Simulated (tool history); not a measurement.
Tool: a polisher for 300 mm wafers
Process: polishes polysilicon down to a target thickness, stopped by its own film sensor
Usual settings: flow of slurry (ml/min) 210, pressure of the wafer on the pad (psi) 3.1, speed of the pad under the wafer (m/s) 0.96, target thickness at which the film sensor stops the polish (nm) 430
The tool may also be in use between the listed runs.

run     day  flow of slurry (ml/min)  pressure of the wafer on the pad (psi)  speed of the pad under the wafer (m/s)  target thickness at which the film sensor stops the polish (nm)  incoming thickness of the incoming film, nm  time until the film sensor stopped the polish (s)
  1       0                      235                                     3.1                                    0.96                                                              343                                        849.1                                               51.6
  2   1.479                      235                                     3.1                                    0.96                                                              343                                        841.9                                                 51
  3   2.638                      235                                     3.1                                    0.96                                                              343                                        833.9                                               50.4
      3.354  -- slurry nozzle cleaned
  4   3.662                      210                                     3.1                                    0.96                                                              430                                        822.2                                               40.5
      4.558  -- worn pad replaced by a new one
  5   4.921                      210                                     3.1                                    0.96                                                              430                                        837.6                                               40.1
  6   5.875                      210                                     3.1                                    0.96                                                              430                                        823.5                                               39.5
  7    7.05                      210                                     3.1                                    0.96                                                              430                                        845.3                                               42.1
  8   8.367                      210                                     3.1                                    0.96                                                              430                                        839.1                                               41.7
     11.775  -- worn pad replaced by a new one
  9  11.796                      210                                     3.1                                    0.96                                                              430                                        840.4                                               44.1
     12.338  -- head pressure recalibrated
 10  15.092                      210                                     3.1                                    0.96                                                              430                                        829.7                                               45.5
 11  17.696                      210                                     3.8                                    0.86                                                              430                                        840.6                                               43.5
 12   19.05                      150                                     3.1                                    0.66                                                              430                                          830                                               69.8
 13  19.908                      265                                     3.8                                    1.26                                                              430                                        841.3                                               28.6
     21.525  -- worn pad replaced by a new one, repeated, since the last time left the tool worse
 14    23.1                      210                                     3.1                                    0.62                                                              430                                        839.4                                               62.3
 15  24.458                      210                                     2.5                                    0.96                                                              430                                        859.8                                               53.5
       24.7  -- slurry nozzle cleaned
 16  26.238                      210                                     3.1                                    1.28                                                              486                                        837.7                                                 27
 17  26.996                      210                                     3.1                                    0.96                                                              430                                        832.8                                               41.7
 18  27.654                      210                                     3.4                                    0.64                                                              430                                        832.7                                               56.3
      28.75  -- worn pad replaced by a new one
 19  30.933                      210                                     2.6                                    1.24                                                              393                                        839.6                                               41.2
 20  35.188                      210                                     3.1                                    0.96                                                              430                                        835.4                                               42.2
     37.379  -- worn pad replaced by a new one
 21  38.367                      285                                     2.1                                     0.7                                                              524                                        844.8                                               62.9
 22  39.054                      190                                     2.6                                     0.7                                                              430                                        849.7                                               69.7

3 ways to go on from here, each from the tool as it stands after run 22. What would each give?
  A  39.071                      210                                     3.6                                    0.96                                                              430                                        832.7                                                  ?
  B  39.071                      255                                     3.1                                    0.96                                                              361                                        832.7                                                  ?
  C  39.071                      210                                     2.4                                    0.96                                                              430                                        832.7                                                  ?

run  time until the film sensor stopped the polish (s)
  A                                               35.2
  B                                               46.9
  C                                               52.8
Without the tool's hidden state the same runs would have given:
run  time until the film sensor stopped the polish (s)
  A                                                 34
  B                                               45.3
  C                                                 51
